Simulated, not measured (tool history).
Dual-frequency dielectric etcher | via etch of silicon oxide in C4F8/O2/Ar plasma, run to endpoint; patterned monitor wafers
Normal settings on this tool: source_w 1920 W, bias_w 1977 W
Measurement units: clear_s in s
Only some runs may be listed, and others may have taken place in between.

run	hour	source_w	bias_w	wafers since the last listed run	hours since the last wet clean	hours since the last source power generator calibration	hours since the last bias power generator calibration	hours since the last upper electrode change	incoming incoming film thickness, nm	clear_s
1	0	1920	1977	0	314.9	3430.8	4800.9	4338.8	2159.2	409.6
2	12.2	1920	1977	63	327.1	3443	4813.1	4351	2174.3	413.9
3	22.2	1920	1977	52	337.1	3453	4823.1	4361	2200.2	419.7
4	34.4	1920	1977	63	349.3	3465.2	4835.3	4373.2	2191.9	418.4
5	43.6	1920	1977	48	358.5	3474.4	4844.5	4382.4	2182.3	413.8
# hour 53: bias power generator calibrated
6	55.3	1920	1977	40	370.2	3486.1	2.3	4394.1	2189.7	416.7
# hour 84.5: upper electrode replaced
# hour 88.9: wet clean of the chamber
7	89.4	1920	1977	29	0.5	3520.2	36.4	4.9	2172.7	432.4
8	89.8	2150	2461	2	0.9	3520.6	36.8	5.3	2184.3	394
9	94.6	1920	1977	25	5.7	3525.4	41.6	10.1	2180.5	431.4
# hour 106: source power generator calibrated
10	106.5	1460	2348	41	17.6	0.5	53.5	22	2181	442.1
11	118.7	2230	2419	63	29.8	12.7	65.7	34.2	2180.6	385.7
12	126.6	2080	1977	41	37.7	20.6	73.6	42.1	2188.1	420

Run 13 comes next. What will it give?
13	134.8	1680	1977	42	45.9	28.8	81.8	50.3	2179.8	?

{"run 13": {"clear_s": 448.1}}
Without the tool's hidden state the same run would have given clear_s 450.6 s.
